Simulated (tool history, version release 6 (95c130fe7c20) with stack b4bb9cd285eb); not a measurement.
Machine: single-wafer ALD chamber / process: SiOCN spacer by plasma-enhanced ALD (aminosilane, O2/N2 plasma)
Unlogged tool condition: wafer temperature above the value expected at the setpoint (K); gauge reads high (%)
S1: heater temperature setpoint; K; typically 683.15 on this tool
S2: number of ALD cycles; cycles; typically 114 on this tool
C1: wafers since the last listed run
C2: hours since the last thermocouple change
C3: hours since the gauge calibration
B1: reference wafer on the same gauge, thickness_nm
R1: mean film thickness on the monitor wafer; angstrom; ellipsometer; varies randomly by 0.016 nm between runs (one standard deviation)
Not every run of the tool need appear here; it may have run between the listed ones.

run 1 hour=0.0 | S1=683.15 S2=114 | C1=0 C2=2151.7 C3=8.4 | B1=6.137 | R1=62.23
run 2 hour=20.6 | S1=683.15 S2=114 | C1=44 C2=2172.3 C3=29.0 | B1=6.141 | R1=62.09
run 3 hour=34.3 | S1=683.15 S2=114 | C1=29 C2=2186.0 C3=42.7 | B1=6.137 | R1=62.50
run 4 hour=67.5 | S1=683.15 S2=114 | C1=71 C2=2219.2 C3=75.9 | B1=6.129 | R1=62.25
run 5 hour=84.1 | S1=683.15 S2=114 | C1=35 C2=2235.8 C3=92.5 | B1=6.144 | R1=62.33
run 6 hour=106.0 | S1=679.15 S2=127 | C1=47 C2=2257.7 C3=114.4 | B1=6.134 | R1=70.50
run 7 hour=135.1 | S1=679.15 S2=127 | C1=63 C2=2286.8 C3=143.5 | B1=6.147 | R1=70.53
run 8 hour=154.4 | S1=683.15 S2=102 | C1=41 C2=2306.1 C3=162.8 | B1=6.137 | R1=55.53
run 9 hour=168.1 | S1=683.15 S2=102 | C1=29 C2=2319.8 C3=176.5 | B1=6.144 | R1=55.35
run 10 hour=197.4 | S1=683.15 S2=102 | C1=63 C2=2349.1 C3=205.8 | B1=6.148 | R1=55.92
run 11 hour=224.4 | S1=674.15 S2=114 | C1=58 C2=2376.1 C3=232.8 | B1=6.142 | R1=64.57
run 12 hour=237.1 | S1=678.15 S2=128 | C1=27 C2=2388.8 C3=245.5 | B1=6.139 | R1=71.02
run 13 hour=256.0 | S1=694.15 S2=114 | C1=40 C2=2407.7 C3=264.4 | B1=6.144 | R1=59.67
run 14 hour=282.4 | S1=689.15 S2=130 | C1=57 C2=2434.1 C3=290.8 | B1=6.135 | R1=69.45
-- hour=294.6 thermocouple changed; heater temperature recalibrated
run 15 hour=310.2 | S1=676.15 S2=114 | C1=42 C2=15.6 C3=318.6 | B1=6.135 | R1=63.65
run 16 hour=325.7 | S1=695.15 S2=114 | C1=33 C2=31.1 C3=334.1 | B1=6.138 | R1=59.64
run 17 hour=340.1 | S1=683.15 S2=125 | C1=31 C2=45.5 C3=348.5 | B1=6.139 | R1=68.32
run 18 hour=354.5 | S1=677.15 S2=94 | C1=31 C2=59.9 C3=362.9 | B1=6.133 | R1=52.36
-- hour=364.9 gauge calibrated
run 19 hour=372.6 | S1=683.15 S2=114 | C1=39 C2=78.0 C3=7.7 | B1=6.141 | R1=62.35
run 20 hour=386.3 | S1=677.15 S2=94 | C1=29 C2=91.7 C3=21.4 | B1=6.138 | R1=52.42
run 21 hour=416.8 | S1=683.15 S2=114 | C1=66 C2=122.2 C3=51.9 | B1=6.140 | R1=62.18
run 22 hour=435.7 | S1=669.15 S2=127 | C1=40 C2=141.1 C3=70.8 | B1=6.143 | R1=71.36
run 23 hour=453.3 | S1=691.15 S2=135 | C1=38 C2=158.7 C3=88.4 | B1=6.133 | R1=71.63
run 24 hour=466.5 | S1=683.15 S2=114 | C1=28 C2=171.9 C3=101.6 | B1=6.142 | R1=62.26

Consider 5 possible next runs. They are alternatives, not a sequence: every one starts from the tool as it was left by run 24. What does each give?
run A hour=467.1 | S1=683.15 S2=114 | C1=1 C2=172.5 C3=102.2 | B1=? | R1=?
run B hour=467.1 | S1=696.15 S2=130 | C1=1 C2=172.5 C3=102.2 | B1=? | R1=?
run C hour=467.1 | S1=675.15 S2=107 | C1=1 C2=172.5 C3=102.2 | B1=? | R1=?
run D hour=467.1 | S1=683.15 S2=128 | C1=1 C2=172.5 C3=102.2 | B1=? | R1=?
run E hour=467.1 | S1=683.15 S2=101 | C1=1 C2=172.5 C3=102.2 | B1=? | R1=?

run=A B1=6.139 R1=62.21
run=B B1=6.139 R1=67.69
run=C B1=6.139 R1=60.03
run=D B1=6.139 R1=69.85
run=E B1=6.139 R1=55.11
The same runs, with their run-to-run variation unchanged, on a tool lacking any hidden condition would have given:
run=A R1=62.21
run=B R1=67.69
run=C R1=60.03
run=D R1=69.85
run=E R1=55.11

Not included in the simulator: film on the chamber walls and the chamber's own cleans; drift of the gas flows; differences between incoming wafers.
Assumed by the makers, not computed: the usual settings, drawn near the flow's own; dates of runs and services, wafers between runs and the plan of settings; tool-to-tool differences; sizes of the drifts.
